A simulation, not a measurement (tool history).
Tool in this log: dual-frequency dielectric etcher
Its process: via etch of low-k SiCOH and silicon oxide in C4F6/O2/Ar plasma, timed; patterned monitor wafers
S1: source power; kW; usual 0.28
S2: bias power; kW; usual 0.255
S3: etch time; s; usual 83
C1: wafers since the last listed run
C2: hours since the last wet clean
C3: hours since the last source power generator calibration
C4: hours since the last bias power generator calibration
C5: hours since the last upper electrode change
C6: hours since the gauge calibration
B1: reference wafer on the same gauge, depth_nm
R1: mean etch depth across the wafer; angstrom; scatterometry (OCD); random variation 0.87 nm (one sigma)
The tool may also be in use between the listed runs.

run	day	S1	S2	S3	C1	C2	C3	C4	C5	C6	B1	R1
1	0	0.28	0.255	67	0	105.3	2815.3	2946.8	5191.8	1443.5	265	2033
2	3.467	0.28	0.237	83	575	188.5	2898.5	3030	5275	1526.7	264.7	2467
3	15.004	0.28	0.237	83	1915	465.4	3175.4	3306.9	5551.9	1803.6	265.2	2437
4	18.004	0.28	0.274	83	498	537.4	3247.4	3378.9	5623.9	1875.6	265	2560
5	22.317	0.28	0.274	83	716	640.9	3350.9	3482.4	5727.4	1979.1	264.7	2568
6	24.008	0.28	0.274	83	280	681.5	3391.5	3523	5768	2019.7	265.3	2575
# day 26.588: wet clean of the chamber
7	27.9	0.34	0.293	92	480	31.5	3484.9	3616.4	5861.4	2113.1	265	3079
# day 30.525: upper electrode replaced
8	30.546	0.33	0.255	83	273	95	3548.4	3679.9	0.5	2176.6	264.9	2650
9	32.667	0.28	0.299	61	352	145.9	3599.3	3730.8	51.4	2227.5	265.2	1940
10	36.317	0.33	0.255	60	606	233.5	3686.9	3818.4	139	2315.1	264.9	1906
11	40.388	0.25	0.315	103.5	675	331.2	3784.6	3916.1	236.7	2412.8	265.2	3255
12	44.425	0.34	0.255	97.5	670	428.1	3881.5	4013	333.6	2509.7	265.4	3131
13	48.688	0.3	0.255	72	707	530.4	3983.8	4115.3	435.9	2612	265	2233
14	52.562	0.32	0.255	83	643	623.4	4076.8	4208.3	528.9	2705	264.7	2597
15	54.725	0.26	0.213	83	359	675.3	4128.7	4260.2	580.8	2756.9	265.3	2323
16	56.529	0.28	0.255	107	299	718.6	4172	4303.5	624.1	2800.2	264.8	3256
17	59.433	0.28	0.217	83	482	788.3	4241.7	4373.2	693.8	2869.9	265.1	2379
# day 60.717: gauge calibrated
# day 62.804: wet clean of the chamber
18	63.85	0.28	0.255	83	567	25.1	4347.7	4479.2	799.8	75.2	264.9	2493
19	65.508	0.33	0.255	60	275	64.9	4387.5	4519	839.6	115	265	1908
# day 66.567: bias power generator calibrated
20	69.675	0.28	0.255	108	664	164.9	4487.5	74.6	939.6	215	265.2	3314
21	73.471	0.28	0.229	83	630	256	4578.6	165.7	1030.7	306.1	265	2448
# day 75.258: source power generator calibrated
22	77.612	0.28	0.255	83	660	355.4	56.5	265.1	1130.1	405.5	265	2542
23	87.758	0.28	0.255	83	1684	598.9	300	508.6	1373.6	649	265.1	2543
24	90.008	0.32	0.292	94	373	652.9	354	562.6	1427.6	703	265	3117
# day 92.171: wet clean of the chamber
25	92.192	0.28	0.255	83	196	0.5	406.4	615	1480	755.4	265.1	2529
26	103.154	0.28	0.255	83	1820	263.6	669.5	878.1	1743.1	1018.5	265.1	2521
27	105.438	0.28	0.255	83	379	318.4	724.3	932.9	1797.9	1073.3	264.8	2534
28	110.454	0.28	0.255	83	832	438.8	844.7	1053.3	1918.3	1193.7	265	2518
29	113.521	0.22	0.308	65	509	512.4	918.3	1126.9	1991.9	1267.3	265.3	1951

Below are 4 alternative next runs, each starting from the tool's condition after run 29. Predict each:
A	113.538	0.28	0.255	83	2	512.8	918.7	1127.3	1992.3	1267.7	?	?
B	113.538	0.33	0.294	83	2	512.8	918.7	1127.3	1992.3	1267.7	?	?
C	113.538	0.31	0.255	83	2	512.8	918.7	1127.3	1992.3	1267.7	?	?
D	113.538	0.31	0.231	95	2	512.8	918.7	1127.3	1992.3	1267.7	?	?

run	B1	R1
A	265	2519
B	265	2771
C	265	2597
D	265	2882
With the hidden condition removed and each run's random variation left untouched, the same runs would have given:
run	R1
A	2543
B	2798
C	2622
D	2909
